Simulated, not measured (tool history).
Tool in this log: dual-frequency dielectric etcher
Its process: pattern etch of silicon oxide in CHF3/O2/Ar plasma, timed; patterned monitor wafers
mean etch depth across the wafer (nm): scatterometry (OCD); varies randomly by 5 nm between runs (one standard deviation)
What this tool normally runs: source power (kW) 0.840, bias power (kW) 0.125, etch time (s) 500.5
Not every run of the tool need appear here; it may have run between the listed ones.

run	hour	source power (kW)	bias power (kW)	etch time (s)	read-back reference wafer on the same gauge, depth_nm	mean etch depth across the wafer (nm)
1	0.0	0.840	0.125	500.5	1012.4	1014.1
2	10.9	0.840	0.125	500.5	1012.4	1012.4
3	19.7	0.840	0.125	500.5	1011.8	1026.1
# hour 21.3: gauge calibrated
4	27.3	0.840	0.125	500.5	1008.7	1019.8
5	33.5	0.840	0.125	500.5	1008.6	1013.9
6	48.5	0.840	0.125	500.5	1010.0	1020.6
7	63.3	0.840	0.125	500.5	1013.2	1028.8
8	78.6	0.840	0.125	500.5	1010.4	1026.4
9	94.4	0.840	0.125	500.5	1011.4	1026.9
# hour 101.8: bias power generator calibrated
# hour 120.8: source power generator calibrated
# hour 120.9: wet clean of the chamber
10	121.4	0.840	0.125	500.5	1009.5	985.3
11	121.9	0.740	0.112	368.0	1009.9	651.5
12	127.6	0.840	0.125	500.5	1008.8	987.9
# hour 149.4: gauge calibrated
# hour 166.8: upper electrode replaced
13	167.3	1.010	0.125	500.5	1011.4	1091.0
14	167.8	0.910	0.117	500.5	1012.2	1014.1
15	168.3	0.840	0.140	500.5	1010.9	1042.9
16	180.2	0.760	0.125	500.5	1010.9	943.3
17	196.8	0.900	0.125	417.0	1010.3	864.1

Predict the results of run 18:
18	213.5	0.840	0.125	587.0	?	?

{"run 18": {"read-back reference wafer on the same gauge, depth_nm": 1011.9, "mean etch depth across the wafer (nm)": 1183.0}}
With no hidden state in the tool, this same run would have given mean etch depth across the wafer (nm) 1177.7.
